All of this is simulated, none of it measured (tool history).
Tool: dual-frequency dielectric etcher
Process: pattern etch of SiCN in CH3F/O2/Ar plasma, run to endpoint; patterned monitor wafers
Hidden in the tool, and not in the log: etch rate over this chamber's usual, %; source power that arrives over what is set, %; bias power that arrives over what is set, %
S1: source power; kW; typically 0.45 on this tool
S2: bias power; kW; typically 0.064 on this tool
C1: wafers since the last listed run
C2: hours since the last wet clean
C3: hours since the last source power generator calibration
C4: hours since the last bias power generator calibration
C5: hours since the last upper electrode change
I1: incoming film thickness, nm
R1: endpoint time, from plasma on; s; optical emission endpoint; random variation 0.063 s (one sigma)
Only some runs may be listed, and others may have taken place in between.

run	hour	S1	S2	C1	C2	C3	C4	C5	I1	R1
1	0	0.45	0.064	0	256.5	1882.7	1397.2	1624.2	7.77	20
2	30.6	0.45	0.064	502	287.1	1913.3	1427.8	1654.8	7.83	20.1
3	50.1	0.45	0.064	320	306.6	1932.8	1447.3	1674.3	7.74	19.9
4	63.9	0.45	0.064	226	320.4	1946.6	1461.1	1688.1	7.86	20.2
5	86.1	0.45	0.064	364	342.6	1968.8	1483.3	1710.3	7.78	19.9
6	115	0.45	0.064	474	371.5	1997.7	1512.2	1739.2	7.83	19.9
# hour 152.6: wet clean of the chamber
7	153.1	0.45	0.064	231	0.5	2035.8	1550.3	1777.3	7.74	20.3
8	174.1	0.45	0.064	344	21.5	2056.8	1571.3	1798.3	7.77	20.4
9	208.3	0.45	0.064	561	55.7	2091	1605.5	1832.5	7.7	20.3
10	231.5	0.45	0.064	380	78.9	2114.2	1628.7	1855.7	7.88	20.7
11	329.6	0.45	0.064	1610	177	2212.3	1726.8	1953.8	7.85	20.4
# hour 358.5: bias power generator calibrated
12	359	0.45	0.064	416	206.4	2241.7	0.5	1983.2	7.81	20.3
13	401.6	0.45	0.064	699	249	2284.3	43.1	2025.8	7.77	20.1
14	435.3	0.45	0.064	553	282.7	2318	76.8	2059.5	7.75	20
15	467	0.45	0.072	520	314.4	2349.7	108.5	2091.2	7.83	19.3
# hour 544: wet clean of the chamber
16	573.2	0.45	0.072	1349	29.2	2455.9	214.7	2197.4	7.78	19.6
# hour 581.4: source power generator calibrated
17	585.8	0.52	0.064	141	41.8	4.4	227.3	2210	7.86	19.7
18	614.7	0.45	0.064	474	70.7	33.3	256.2	2238.9	7.87	21
19	646.1	0.42	0.05	515	102.1	64.7	287.6	2270.3	7.88	23.7
20	664.6	0.49	0.058	303	120.6	83.2	306.1	2288.8	7.82	20.8
21	691.8	0.53	0.053	446	147.8	110.4	333.3	2316	7.77	20.5
22	707.6	0.35	0.055	259	163.6	126.2	349.1	2331.8	7.83	24.6
23	738.9	0.45	0.064	513	194.9	157.5	380.4	2363.1	7.81	20.6

Run 24, settings as shown, results not yet in. Your forecast:
# hour 790.9: upper electrode replaced
24	791.4	0.45	0.064	467	247.4	210	432.9	0.5	7.71	?

{"run 24": {"R1": 20.2}}
On a tool with no hidden condition, and with the same random variation, this run would have come out at R1 20.7 s.

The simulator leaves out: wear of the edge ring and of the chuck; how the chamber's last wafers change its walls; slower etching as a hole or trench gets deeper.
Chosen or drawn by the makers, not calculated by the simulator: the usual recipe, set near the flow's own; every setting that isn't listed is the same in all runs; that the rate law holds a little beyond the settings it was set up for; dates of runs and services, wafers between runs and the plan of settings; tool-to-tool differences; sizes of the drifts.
